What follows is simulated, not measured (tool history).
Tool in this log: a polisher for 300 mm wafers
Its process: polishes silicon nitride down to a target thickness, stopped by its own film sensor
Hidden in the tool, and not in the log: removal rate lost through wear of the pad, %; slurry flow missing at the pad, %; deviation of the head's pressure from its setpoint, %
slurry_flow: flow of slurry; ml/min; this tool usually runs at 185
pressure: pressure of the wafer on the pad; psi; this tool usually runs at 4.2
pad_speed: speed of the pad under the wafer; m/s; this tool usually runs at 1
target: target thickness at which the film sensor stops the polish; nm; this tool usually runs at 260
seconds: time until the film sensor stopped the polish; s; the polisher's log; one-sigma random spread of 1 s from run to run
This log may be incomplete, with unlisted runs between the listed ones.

run    hour  slurry_flow  pressure  pad_speed  target  wafers since the last listed run  wafers polished on this pad  hours since the slurry nozzle was cleaned  hours since the head pressure was calibrated  incoming thickness of the incoming film, nm  seconds
  1       0          185       4.2          1     260                                 0                         2223                                         99                                          38.3                                        402.3     65.1
  2    31.6          185       4.2          1     260                               264                         2487                                      130.6                                          69.9                                        392.1     60.4
  3    93.8          185       4.2          1     260                               520                         3008                                      192.8                                         132.1                                        399.7     63.8
  4   148.7          185       5.4          1     260                               459                         3468                                      247.7                                           187                                        408.4     55.7
  5   205.4          185       5.4          1     260                               474                         3942                                      304.4                                         243.7                                        404.6     53.8
  6   235.5          185       5.4          1     260                               252                         4194                                      334.5                                         273.8                                        401.4     53.2
      259.9  -- worn pad replaced by a new one
  7   305.3          185       4.2          1     260                               550                          380                                      404.3                                         343.6                                        399.2     61.4
  8     345          185       4.2          1     260                               332                          712                                        444                                         383.3                                        395.1     59.8
  9     393          185       4.2          1     260                               401                         1114                                        492                                         431.3                                          399     60.7
 10   448.2          185       4.2          1     260                               462                         1576                                      547.2                                         486.5                                        398.3       61
      452.2  -- head pressure recalibrated
      478.9  -- slurry nozzle cleaned
 11   503.1          235       4.2          1     260                               434                         2011                                       24.2                                          50.9                                        403.3     65.3
 12   555.9          235       4.2          1     260                               442                         2453                                         77                                         103.7                                        401.8     63.7
 13   614.8          235       4.2          1     260                               493                         2946                                      135.9                                         162.6                                        403.3     63.6
 14   675.2          185       4.2          1     260                               505                         3452                                      196.3                                           223                                          395     61.1
      699.5  -- worn pad replaced by a new one
 15   719.7          185       4.2          1     260                               339                          168                                      240.8                                         267.5                                          393     58.2
 16   913.8          185       4.2       0.68     260                              1625                         1794                                      434.9                                         461.6                                        398.4     76.1
      974.1  -- head pressure recalibrated
      988.1  -- slurry nozzle cleaned
 17  1103.2          185       4.2          1     260                              1560                         3354                                      115.1                                         129.1                                        393.4     62.4
 18  1128.3          185       4.2          1     260                               210                         3565                                      140.2                                         154.2                                        401.2       65
 19  1163.4          185       4.2          1     260                               293                         3858                                      175.3                                         189.3                                        403.3       66
 20  1218.1          185       5.2          1     260                               458                         4316                                        230                                           244                                        398.2     53.5
     1242.4  -- worn pad replaced by a new one
 21  1255.4          185       4.2          1     260                               278                          109                                      267.3                                         281.3                                        398.7     62.2
 22    1285          250         3       0.74     297                               247                          357                                      296.9                                         310.9                                          399     65.7
 23  1322.8          150       4.2       1.26     225                               316                          673                                      334.7                                         348.7                                        395.9     68.5
 24  1355.4          215       4.9          1     260                               272                          946                                      367.3                                         381.3                                        397.7     54.2
 25  1405.2          235       4.2          1     260                               416                         1363                                      417.1                                         431.1                                        399.5     62.7
 26  1475.5          185       4.2          1     260                               588                         1952                                      487.4                                         501.4                                        399.4     61.7
     1488.8  -- head pressure recalibrated
 27  1504.2          185       5.5       0.78     218                               223                         2175                                      516.1                                          15.4                                        400.8     80.3
     1506.5  -- slurry nozzle cleaned
 28  1547.1          185       4.9       0.74     260                               350                         2526                                       40.6                                          58.3                                        402.1     72.3
 29    1589          130       4.2          1     260                               350                         2877                                       82.5                                         100.2                                        396.2     63.4
 30  1656.9          185       4.2          1     299                               568                         3446                                      150.4                                         168.1                                        399.4     44.8
 31  1687.8          185       4.6       0.82     277                               258                         3704                                      181.3                                           199                                        399.5     57.1
     1701.5  -- worn pad replaced by a new one
 32  1757.8          145       4.2          1     260                               552                          471                                      251.3                                           269                                        401.5     64.8
 33  1814.6          185       4.2       1.34     245                               475                          947                                      308.1                                         325.8                                        395.2     57.3
 34  1862.6          135       5.6        1.1     260                               401                         1349                                      356.1                                         373.8                                        402.2     51.9
 35  1922.9          185       4.2        0.8     260                               504                         1854                                      416.4                                         434.1                                        405.5     72.8
     1934.8  -- head pressure recalibrated
 36  1991.1          185       4.8          1     260                               554                         2408                                      484.6                                          56.3                                        396.4     57.6
 37  2019.9          240       5.4       1.24     260                               241                         2649                                      513.4                                          85.1                                          398     45.7
 38  2059.8          150       3.3          1     260                               334                         2983                                      553.3                                           125                                        395.1     73.8

Predict each of these 3 candidate next runs independently; none follows another, all start after run 38:
  A  2060.3          185       4.2          1     260                                 4                         2987                                      553.8                                         125.5                                        400.7        ?
  B  2060.3          185       5.1          1     286                                 4                         2987                                      553.8                                         125.5                                        400.7        ?
  C  2060.3          245       3.5          1     227                                 4                         2987                                      553.8                                         125.5                                        400.7        ?

run  seconds
  A     64.4
  B     45.6
  C     87.5
With the hidden condition removed and each run's random variation left untouched, the same runs would have given:
run  seconds
  A     67.7
  B       48
  C     92.1
